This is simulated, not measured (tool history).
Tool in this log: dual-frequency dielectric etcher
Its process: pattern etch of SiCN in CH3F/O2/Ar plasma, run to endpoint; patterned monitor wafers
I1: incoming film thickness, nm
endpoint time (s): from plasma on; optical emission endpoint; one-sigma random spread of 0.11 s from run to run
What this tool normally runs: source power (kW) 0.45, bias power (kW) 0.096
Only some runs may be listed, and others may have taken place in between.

run 1 day=0 | source_power_(kW)=0.49 bias_power_(kW)=0.096 | I1=8.71 | endpoint_time_(s)=18.9
run 2 day=0.642 | source_power_(kW)=0.45 bias_power_(kW)=0.096 | I1=8.8 | endpoint_time_(s)=20
run 3 day=1.358 | source_power_(kW)=0.45 bias_power_(kW)=0.096 | I1=8.82 | endpoint_time_(s)=19.9
run 4 day=2.367 | source_power_(kW)=0.45 bias_power_(kW)=0.096 | I1=8.78 | endpoint_time_(s)=20
run 5 day=3.433 | source_power_(kW)=0.5 bias_power_(kW)=0.096 | I1=8.8 | endpoint_time_(s)=18.9
run 6 day=4.6 | source_power_(kW)=0.5 bias_power_(kW)=0.096 | I1=8.83 | endpoint_time_(s)=19.2
run 7 day=5.988 | source_power_(kW)=0.45 bias_power_(kW)=0.096 | I1=8.86 | endpoint_time_(s)=20.5
run 8 day=6.533 | source_power_(kW)=0.45 bias_power_(kW)=0.096 | I1=8.87 | endpoint_time_(s)=20.3
run 9 day=8.008 | source_power_(kW)=0.45 bias_power_(kW)=0.096 | I1=8.76 | endpoint_time_(s)=20.3
run 10 day=8.704 | source_power_(kW)=0.45 bias_power_(kW)=0.096 | I1=8.83 | endpoint_time_(s)=20.4
run 11 day=9.838 | source_power_(kW)=0.45 bias_power_(kW)=0.096 | I1=8.71 | endpoint_time_(s)=20.2
run 12 day=10.762 | source_power_(kW)=0.45 bias_power_(kW)=0.096 | I1=8.76 | endpoint_time_(s)=20.4
run 13 day=11.908 | source_power_(kW)=0.45 bias_power_(kW)=0.096 | I1=8.84 | endpoint_time_(s)=20.6
-- day=12.188 bias power generator calibrated
run 14 day=12.554 | source_power_(kW)=0.45 bias_power_(kW)=0.096 | I1=8.74 | endpoint_time_(s)=20.2
run 15 day=13.625 | source_power_(kW)=0.5 bias_power_(kW)=0.082 | I1=8.76 | endpoint_time_(s)=19.9
run 16 day=14.988 | source_power_(kW)=0.45 bias_power_(kW)=0.096 | I1=8.84 | endpoint_time_(s)=20.6
run 17 day=16.383 | source_power_(kW)=0.45 bias_power_(kW)=0.096 | I1=8.85 | endpoint_time_(s)=20.8
-- day=17.479 wet clean of the chamber
run 18 day=17.5 | source_power_(kW)=0.51 bias_power_(kW)=0.116 | I1=8.81 | endpoint_time_(s)=17.8
-- day=18.262 source power generator calibrated
-- day=19.892 upper electrode replaced
run 19 day=19.921 | source_power_(kW)=0.45 bias_power_(kW)=0.096 | I1=8.78 | endpoint_time_(s)=20
run 20 day=21.05 | source_power_(kW)=0.54 bias_power_(kW)=0.073 | I1=8.92 | endpoint_time_(s)=19.5
run 21 day=22.238 | source_power_(kW)=0.53 bias_power_(kW)=0.116 | I1=8.75 | endpoint_time_(s)=17.2
run 22 day=23.338 | source_power_(kW)=0.45 bias_power_(kW)=0.102 | I1=8.75 | endpoint_time_(s)=19.8
run 23 day=23.929 | source_power_(kW)=0.45 bias_power_(kW)=0.073 | I1=8.73 | endpoint_time_(s)=21.5
run 24 day=24.588 | source_power_(kW)=0.53 bias_power_(kW)=0.109 | I1=8.77 | endpoint_time_(s)=17.7
run 25 day=25.788 | source_power_(kW)=0.45 bias_power_(kW)=0.096 | I1=8.76 | endpoint_time_(s)=19.9
run 26 day=26.633 | source_power_(kW)=0.54 bias_power_(kW)=0.106 | I1=8.82 | endpoint_time_(s)=18
run 27 day=27.671 | source_power_(kW)=0.52 bias_power_(kW)=0.073 | I1=8.88 | endpoint_time_(s)=20.2
run 28 day=28.779 | source_power_(kW)=0.36 bias_power_(kW)=0.114 | I1=8.87 | endpoint_time_(s)=22.5
run 29 day=29.808 | source_power_(kW)=0.45 bias_power_(kW)=0.096 | I1=8.8 | endpoint_time_(s)=20.4
run 30 day=31.046 | source_power_(kW)=0.39 bias_power_(kW)=0.112 | I1=8.78 | endpoint_time_(s)=21.2
run 31 day=31.608 | source_power_(kW)=0.45 bias_power_(kW)=0.103 | I1=8.78 | endpoint_time_(s)=20
run 32 day=32.692 | source_power_(kW)=0.45 bias_power_(kW)=0.096 | I1=8.83 | endpoint_time_(s)=20.5
run 33 day=33.229 | source_power_(kW)=0.45 bias_power_(kW)=0.096 | I1=8.86 | endpoint_time_(s)=20.6
run 34 day=34.225 | source_power_(kW)=0.45 bias_power_(kW)=0.081 | I1=8.86 | endpoint_time_(s)=21.4
run 35 day=35.583 | source_power_(kW)=0.52 bias_power_(kW)=0.08 | I1=8.81 | endpoint_time_(s)=19.8

Each row is a separate what-if for the run after 35, all from the same tool condition, not one after another. Results?
run A day=35.6 | source_power_(kW)=0.45 bias_power_(kW)=0.108 | I1=8.83 | endpoint_time_(s)=?
run B day=35.6 | source_power_(kW)=0.55 bias_power_(kW)=0.096 | I1=8.83 | endpoint_time_(s)=?
run C day=35.6 | source_power_(kW)=0.4 bias_power_(kW)=0.082 | I1=8.83 | endpoint_time_(s)=?

run=A endpoint_time_(s)=20
run=B endpoint_time_(s)=18.5
run=C endpoint_time_(s)=23.2
Take away the tool's hidden state, keep each run's random variation, and the runs would have read:
run=A endpoint_time_(s)=19.3
run=B endpoint_time_(s)=17.8
run=C endpoint_time_(s)=22.4

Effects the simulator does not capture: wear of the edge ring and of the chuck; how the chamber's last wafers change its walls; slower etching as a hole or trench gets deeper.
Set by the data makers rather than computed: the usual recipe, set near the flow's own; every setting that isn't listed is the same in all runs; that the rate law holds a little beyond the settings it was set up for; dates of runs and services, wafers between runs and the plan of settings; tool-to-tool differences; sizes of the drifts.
